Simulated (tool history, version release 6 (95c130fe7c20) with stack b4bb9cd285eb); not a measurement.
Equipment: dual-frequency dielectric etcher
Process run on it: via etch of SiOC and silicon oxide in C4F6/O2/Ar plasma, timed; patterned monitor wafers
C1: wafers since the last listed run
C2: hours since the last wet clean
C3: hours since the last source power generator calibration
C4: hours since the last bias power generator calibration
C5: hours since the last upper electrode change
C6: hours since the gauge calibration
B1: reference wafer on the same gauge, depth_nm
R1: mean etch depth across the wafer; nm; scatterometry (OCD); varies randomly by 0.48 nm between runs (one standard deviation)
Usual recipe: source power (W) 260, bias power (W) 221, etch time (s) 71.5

run 1 hour=0 | source_power_(W)=260 bias_power_(W)=221 etch_time_(s)=71.5 | C1=0 C2=1.1 C3=4816.8 C4=22.4 C5=2466.7 C6=336.9 | B1=75.3 | R1=78.2
run 2 hour=6.3 | source_power_(W)=210 bias_power_(W)=221 etch_time_(s)=71.5 | C1=61 C2=7.4 C3=4823.1 C4=28.7 C5=2473 C6=343.2 | B1=75.2 | R1=68.7
run 3 hour=15.5 | source_power_(W)=210 bias_power_(W)=221 etch_time_(s)=71.5 | C1=90 C2=16.6 C3=4832.3 C4=37.9 C5=2482.2 C6=352.4 | B1=75.1 | R1=68.9
run 4 hour=30.1 | source_power_(W)=260 bias_power_(W)=221 etch_time_(s)=71.5 | C1=143 C2=31.2 C3=4846.9 C4=52.5 C5=2496.8 C6=367 | B1=75.2 | R1=78.2
run 5 hour=37.8 | source_power_(W)=260 bias_power_(W)=221 etch_time_(s)=71.5 | C1=75 C2=38.9 C3=4854.6 C4=60.2 C5=2504.5 C6=374.7 | B1=75.1 | R1=77.6
-- hour=64.4 upper electrode replaced
run 6 hour=64.9 | source_power_(W)=260 bias_power_(W)=221 etch_time_(s)=71.5 | C1=30 C2=66 C3=4881.7 C4=87.3 C5=0.5 C6=401.8 | B1=74.9 | R1=76.8
run 7 hour=65.2 | source_power_(W)=300 bias_power_(W)=221 etch_time_(s)=71.5 | C1=2 C2=66.3 C3=4882 C4=87.6 C5=0.8 C6=402.1 | B1=75.1 | R1=84.4
run 8 hour=76.5 | source_power_(W)=210 bias_power_(W)=206 etch_time_(s)=71.5 | C1=111 C2=77.6 C3=4893.3 C4=98.9 C5=12.1 C6=413.4 | B1=74.9 | R1=66.5
run 9 hour=87.5 | source_power_(W)=260 bias_power_(W)=221 etch_time_(s)=71.5 | C1=108 C2=88.6 C3=4904.3 C4=109.9 C5=23.1 C6=424.4 | B1=75.1 | R1=78.5
run 10 hour=100.1 | source_power_(W)=290 bias_power_(W)=171 etch_time_(s)=62 | C1=123 C2=101.2 C3=4916.9 C4=122.5 C5=35.7 C6=437 | B1=75.1 | R1=66.6
-- hour=102.4 gauge calibrated
run 11 hour=120.5 | source_power_(W)=260 bias_power_(W)=221 etch_time_(s)=71.5 | C1=200 C2=121.6 C3=4937.3 C4=142.9 C5=56.1 C6=18.1 | B1=75.1 | R1=78.2
run 12 hour=128.7 | source_power_(W)=300 bias_power_(W)=243 etch_time_(s)=88 | C1=80 C2=129.8 C3=4945.5 C4=151.1 C5=64.3 C6=26.3 | B1=75.3 | R1=107.1
run 13 hour=135.6 | source_power_(W)=210 bias_power_(W)=240 etch_time_(s)=86 | C1=67 C2=136.7 C3=4952.4 C4=158 C5=71.2 C6=33.2 | B1=75 | R1=85.4
run 14 hour=151.7 | source_power_(W)=260 bias_power_(W)=221 etch_time_(s)=71.5 | C1=158 C2=152.8 C3=4968.5 C4=174.1 C5=87.3 C6=49.3 | B1=75.4 | R1=77.9
run 15 hour=163.5 | source_power_(W)=260 bias_power_(W)=203 etch_time_(s)=50.5 | C1=115 C2=164.6 C3=4980.3 C4=185.9 C5=99.1 C6=61.1 | B1=75.1 | R1=54.2
run 16 hour=181.4 | source_power_(W)=260 bias_power_(W)=221 etch_time_(s)=71.5 | C1=175 C2=182.5 C3=4998.2 C4=203.8 C5=117 C6=79 | B1=75.2 | R1=78.7
-- hour=189.9 source power generator calibrated
run 17 hour=190.4 | source_power_(W)=260 bias_power_(W)=221 etch_time_(s)=71.5 | C1=49 C2=191.5 C3=0.5 C4=212.8 C5=126 C6=88 | B1=75.3 | R1=79.2
run 18 hour=224.1 | source_power_(W)=260 bias_power_(W)=221 etch_time_(s)=71.5 | C1=331 C2=225.2 C3=34.2 C4=246.5 C5=159.7 C6=121.7 | B1=75.3 | R1=79.6
run 19 hour=231.6 | source_power_(W)=300 bias_power_(W)=267 etch_time_(s)=71.5 | C1=73 C2=232.7 C3=41.7 C4=254 C5=167.2 C6=129.2 | B1=75.1 | R1=91.1
run 20 hour=249.4 | source_power_(W)=260 bias_power_(W)=221 etch_time_(s)=71.5 | C1=174 C2=250.5 C3=59.5 C4=271.8 C5=185 C6=147 | B1=75.2 | R1=79.1
run 21 hour=260.2 | source_power_(W)=280 bias_power_(W)=200 etch_time_(s)=89 | C1=106 C2=261.3 C3=70.3 C4=282.6 C5=195.8 C6=157.8 | B1=75.1 | R1=99.4
run 22 hour=277.1 | source_power_(W)=230 bias_power_(W)=202 etch_time_(s)=88 | C1=166 C2=278.2 C3=87.2 C4=299.5 C5=212.7 C6=174.7 | B1=75 | R1=88.4
run 23 hour=283.3 | source_power_(W)=260 bias_power_(W)=221 etch_time_(s)=71.5 | C1=60 C2=284.4 C3=93.4 C4=305.7 C5=218.9 C6=180.9 | B1=75.2 | R1=78.8
run 24 hour=300.2 | source_power_(W)=220 bias_power_(W)=247 etch_time_(s)=58.5 | C1=166 C2=301.3 C3=110.3 C4=322.6 C5=235.8 C6=197.8 | B1=75.3 | R1=61.1
-- hour=329.5 wet clean of the chamber
run 25 hour=330 | source_power_(W)=280 bias_power_(W)=200 etch_time_(s)=89 | C1=57 C2=0.5 C3=140.1 C4=352.4 C5=265.6 C6=227.6 | B1=75.2 | R1=97.8
run 26 hour=330.3 | source_power_(W)=310 bias_power_(W)=268 etch_time_(s)=56 | C1=2 C2=0.8 C3=140.4 C4=352.7 C5=265.9 C6=227.9 | B1=75.2 | R1=70.2
run 27 hour=338.9 | source_power_(W)=260 bias_power_(W)=221 etch_time_(s)=85 | C1=84 C2=9.4 C3=149 C4=361.3 C5=274.5 C6=236.5 | B1=75.2 | R1=92.6
run 28 hour=346.4 | source_power_(W)=310 bias_power_(W)=202 etch_time_(s)=53 | C1=73 C2=16.9 C3=156.5 C4=368.8 C5=282 C6=244 | B1=75.1 | R1=61.9
run 29 hour=357.8 | source_power_(W)=260 bias_power_(W)=270 etch_time_(s)=52 | C1=112 C2=28.3 C3=167.9 C4=380.2 C5=293.4 C6=255.4 | B1=75.4 | R1=59.5

Hidden state at the last listed run before each entry between runs and at the first one after, where it differs:
Between runs 5 and 6: upper electrode replaced (hour 64.4)
  etch rate over this chamber's usual, %: 0.558 -> 0.792
  measured value less the no-hidden-state value, R1: +0.4 -> +0.6 nm
Between runs 10 and 11: gauge calibrated (hour 102.4)
  etch rate over this chamber's usual, %: 1.1 -> 1.27
  measured value less the no-hidden-state value, R1: +0.8 -> +1 nm
Between runs 16 and 17: source power generator calibrated (hour 189.9)
  etch rate over this chamber's usual, %: 1.8 -> 1.88
  measured value less the no-hidden-state value, R1: +1.4 -> +1.5 nm
Between runs 24 and 25: wet clean of the chamber (hour 329.5)
  etch rate over this chamber's usual, %: 2.82 -> 0.0831
  measured value less the no-hidden-state value, R1: +1.7 -> +0 nm

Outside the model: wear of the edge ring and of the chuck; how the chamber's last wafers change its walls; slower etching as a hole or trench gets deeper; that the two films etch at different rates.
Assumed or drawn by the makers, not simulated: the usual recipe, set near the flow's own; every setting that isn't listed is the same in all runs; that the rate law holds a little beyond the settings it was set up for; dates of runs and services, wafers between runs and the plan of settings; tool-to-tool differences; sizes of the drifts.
